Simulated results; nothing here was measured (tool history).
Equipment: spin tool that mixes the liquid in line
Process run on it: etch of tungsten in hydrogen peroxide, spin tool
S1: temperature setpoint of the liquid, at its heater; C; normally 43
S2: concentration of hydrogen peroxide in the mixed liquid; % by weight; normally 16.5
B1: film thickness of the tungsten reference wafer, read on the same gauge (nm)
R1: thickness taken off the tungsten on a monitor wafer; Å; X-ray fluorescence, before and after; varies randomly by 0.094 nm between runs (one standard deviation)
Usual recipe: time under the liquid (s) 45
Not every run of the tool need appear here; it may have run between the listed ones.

{"run": 1, "hour": 0.0, "S1": 43, "S2": 16.5, "time under the liquid (s)": 35, "B1": 100, "R1": 176.1}
{"run": 2, "hour": 10.9, "S1": 43, "S2": 16.5, "time under the liquid (s)": 35, "B1": 100.01, "R1": 176.3}
{"run": 3, "hour": 17.5, "S1": 43, "S2": 16.5, "time under the liquid (s)": 35, "B1": 100, "R1": 178.2}
{"run": 4, "hour": 27.6, "S1": 47, "S2": 20, "time under the liquid (s)": 45, "B1": 99.99, "R1": 320.4}
{"run": 5, "hour": 38.8, "S1": 47, "S2": 20, "time under the liquid (s)": 45, "B1": 100, "R1": 323.6}
{"run": 6, "hour": 45.8, "S1": 43, "S2": 14.5, "time under the liquid (s)": 45, "B1": 100.03, "R1": 215.6}
{"run": 7, "hour": 52.4, "S1": 43, "S2": 14.5, "time under the liquid (s)": 45, "B1": 100.01, "R1": 216.4}
{"run": 8, "hour": 69.2, "S1": 43, "S2": 14.5, "time under the liquid (s)": 45, "B1": 100, "R1": 216.1}
{"run": 9, "hour": 78.6, "S1": 43, "S2": 16.5, "time under the liquid (s)": 45, "B1": 100.01, "R1": 229.2}
{"run": 10, "hour": 95.0, "S1": 43, "S2": 16.5, "time under the liquid (s)": 45, "B1": 100.01, "R1": 229.6}
{"run": 11, "hour": 108.7, "S1": 43, "S2": 16.5, "time under the liquid (s)": 45, "B1": 99.99, "R1": 228.7}
{"hour": 119.0, "done": "peroxide flow meter replaced"}
{"run": 12, "hour": 120.6, "S1": 43, "S2": 16.5, "time under the liquid (s)": 45, "B1": 99.98, "R1": 230.4}
{"run": 13, "hour": 134.0, "S1": 51.5, "S2": 16.5, "time under the liquid (s)": 35, "B1": 100.02, "R1": 304.4}
{"run": 14, "hour": 141.8, "S1": 43, "S2": 16.5, "time under the liquid (s)": 45, "B1": 100, "R1": 231.3}
{"run": 15, "hour": 149.3, "S1": 43, "S2": 16.5, "time under the liquid (s)": 45, "B1": 100, "R1": 228.9}
{"run": 16, "hour": 163.9, "S1": 34, "S2": 12, "time under the liquid (s)": 35, "B1": 100, "R1": 85.2}
{"run": 17, "hour": 170.3, "S1": 47, "S2": 20, "time under the liquid (s)": 45, "B1": 100, "R1": 327.4}
{"hour": 176.1, "done": "heated supply line repaired"}
{"hour": 177.6, "done": "new drum of peroxide connected"}
{"hour": 182.0, "done": "thermometer replaced"}
{"run": 18, "hour": 182.5, "S1": 43, "S2": 16.5, "time under the liquid (s)": 45, "B1": 100.03, "R1": 221.3}
{"run": 19, "hour": 197.5, "S1": 43, "S2": 18.5, "time under the liquid (s)": 45, "B1": 100.02, "R1": 234}
{"run": 20, "hour": 209.1, "S1": 33.5, "S2": 16.5, "time under the liquid (s)": 20, "B1": 100.01, "R1": 52.1}
{"hour": 210.4, "done": "gauge calibrated"}
{"run": 21, "hour": 218.8, "S1": 52.5, "S2": 16.5, "time under the liquid (s)": 45, "B1": 100, "R1": 396.4}
{"run": 22, "hour": 225.2, "S1": 43, "S2": 19, "time under the liquid (s)": 65, "B1": 100, "R1": 341.1}
{"run": 23, "hour": 240.1, "S1": 52, "S2": 16.5, "time under the liquid (s)": 45, "B1": 100, "R1": 383.9}
{"run": 24, "hour": 270.8, "S1": 43, "S2": 16.5, "time under the liquid (s)": 45, "B1": 99.99, "R1": 221.5}
{"run": 25, "hour": 285.1, "S1": 36, "S2": 14.5, "time under the liquid (s)": 35, "B1": 99.97, "R1": 102.6}
{"run": 26, "hour": 305.6, "S1": 43, "S2": 13, "time under the liquid (s)": 45, "B1": 99.99, "R1": 196.7}

Predict each of these 4 candidate next runs independently; none follows another, all start after run 26:
{"run": "A", "hour": 306.0, "S1": 43, "S2": 16.5, "time under the liquid (s)": 45, "B1": "?", "R1": "?"}
{"run": "B", "hour": 306.0, "S1": 47, "S2": 16.5, "time under the liquid (s)": 45, "B1": "?", "R1": "?"}
{"run": "C", "hour": 306.0, "S1": 43, "S2": 13, "time under the liquid (s)": 20, "B1": "?", "R1": "?"}
{"run": "D", "hour": 306.0, "S1": 43, "S2": 20, "time under the liquid (s)": 45, "B1": "?", "R1": "?"}

run=A B1=100 R1=220.8
run=B B1=100 R1=284
run=C B1=100 R1=87.1
run=D B1=100 R1=243.1
Without the tool's unlogged condition, the same runs would have read:
run=A R1=220.5
run=B R1=283.8
run=C R1=87
run=D R1=242.8

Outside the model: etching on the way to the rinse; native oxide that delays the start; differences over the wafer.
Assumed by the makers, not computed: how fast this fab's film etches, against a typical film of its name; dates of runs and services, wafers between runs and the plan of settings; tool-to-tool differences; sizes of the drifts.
